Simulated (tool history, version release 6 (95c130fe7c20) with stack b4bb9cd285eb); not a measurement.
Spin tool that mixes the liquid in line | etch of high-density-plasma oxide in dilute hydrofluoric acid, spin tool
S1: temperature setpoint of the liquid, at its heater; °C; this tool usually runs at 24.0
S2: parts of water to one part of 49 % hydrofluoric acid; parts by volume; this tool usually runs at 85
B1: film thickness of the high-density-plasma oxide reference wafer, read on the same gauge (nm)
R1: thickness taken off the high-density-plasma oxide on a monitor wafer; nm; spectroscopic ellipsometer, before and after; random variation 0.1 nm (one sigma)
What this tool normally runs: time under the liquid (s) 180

Run 1, hour 0.0: usual settings; B1 69.99. Result: R1 15.80 nm.
Run 2, hour 7.3: usual settings; B1 70.00. Result: R1 16.05 nm.
Run 3, hour 25.0: usual settings; B1 70.00. Result: R1 15.84 nm.
Run 4, hour 37.2: usual settings; B1 70.01. Result: R1 16.17 nm.
Run 5, hour 46.3: usual settings; B1 70.00. Result: R1 16.03 nm.
Run 6, hour 58.1: usual settings; B1 69.99. Result: R1 16.05 nm.
Run 7, hour 74.1: usual settings; B1 70.01. Result: R1 16.10 nm.
Run 8, hour 87.5: usual settings but S2 110 parts by volume, time under the liquid (s) 95; B1 69.99. Result: R1 6.34 nm.
Run 9, hour 101.3: usual settings but S2 110 parts by volume, time under the liquid (s) 95; B1 70.03. Result: R1 6.36 nm.
Run 10, hour 115.1: usual settings; B1 70.01. Result: R1 16.06 nm.
Run 11, hour 123.2: usual settings; B1 70.02. Result: R1 16.19 nm.
Run 12, hour 135.9: usual settings; B1 70.00. Result: R1 16.08 nm.
Run 13, hour 150.3: usual settings; B1 70.00. Result: R1 16.12 nm.
Run 14, hour 159.2: usual settings; B1 70.00. Result: R1 16.12 nm.
Run 15, hour 175.1: usual settings; B1 69.99. Result: R1 16.10 nm.
Run 16, hour 182.8: usual settings but S1 22.0 °C, time under the liquid (s) 245; B1 70.01. Result: R1 20.20 nm.
At hour 187.0: thermometer replaced.
Run 17, hour 199.8: usual settings but S1 21.5 °C, S2 110 parts by volume, time under the liquid (s) 240; B1 70.00. Result: R1 14.89 nm.
Run 18, hour 217.0: usual settings; B1 70.01. Result: R1 16.28 nm.
Run 19, hour 229.5: usual settings but S1 20.5 °C, time under the liquid (s) 100; B1 70.01. Result: R1 7.73 nm.
At hour 236.1: hydrofluoric acid flow meter replaced.
Run 20, hour 246.4: usual settings but time under the liquid (s) 135; B1 70.01. Result: R1 10.84 nm.
Run 21, hour 257.4: usual settings but S1 19.5 °C, S2 70 parts by volume, time under the liquid (s) 265; B1 70.01. Result: R1 21.99 nm.
Run 22, hour 264.3: usual settings but S1 28.0 °C, time under the liquid (s) 220; B1 69.99. Result: R1 20.75 nm.
Run 23, hour 274.2: usual settings but S2 60 parts by volume, time under the liquid (s) 280; B1 70.02. Result: R1 33.08 nm.
Run 24, hour 282.3: usual settings but S1 20.5 °C, time under the liquid (s) 100; B1 70.01. Result: R1 7.01 nm.
Run 25, hour 300.2: usual settings; B1 70.00. Result: R1 14.73 nm.
At hour 307.0: gauge calibrated.
Run 26, hour 310.3: usual settings but S1 27.5 °C; B1 69.99. Result: R1 16.65 nm.
Run 27, hour 318.5: usual settings but S1 20.5 °C, S2 55 parts by volume; B1 69.99. Result: R1 20.26 nm.
Run 28, hour 326.6: usual settings but S1 21.0 °C, S2 105 parts by volume, time under the liquid (s) 105; B1 70.00. Result: R1 5.95 nm.
Run 29, hour 338.4: usual settings but S1 21.0 °C; B1 70.02. Result: R1 13.07 nm.
Run 30, hour 362.3: usual settings but time under the liquid (s) 95; B1 69.97. Result: R1 7.77 nm.
Run 31, hour 413.3: usual settings but S1 26.0 °C, S2 70 parts by volume, time under the liquid (s) 225; B1 70.00. Result: R1 24.83 nm.
Run 32, hour 428.2: usual settings but S1 20.5 °C, time under the liquid (s) 100; B1 70.00. Result: R1 7.12 nm.
Run 33, hour 442.0: usual settings but S1 26.5 °C, S2 60 parts by volume, time under the liquid (s) 235; B1 69.98. Result: R1 31.18 nm.

Forecast each of these 3 alternatives for the next run:
Run A, hour 442.5: usual settings; B1 ?. Result: R1 ?.
Run B, hour 442.5: usual settings but S1 19.0 °C, S2 60 parts by volume; B1 ?. Result: R1 ?.
Run C, hour 442.5: usual settings but S1 25.5 °C, time under the liquid (s) 95; B1 ?. Result: R1 ?.

run     B1     R1
  A  70.02  14.59
  B  70.02  17.31
  C  70.02   8.17
Without the tool's unlogged condition, the same runs would have read:
run     R1
  A  14.09
  B  16.73
  C   7.89
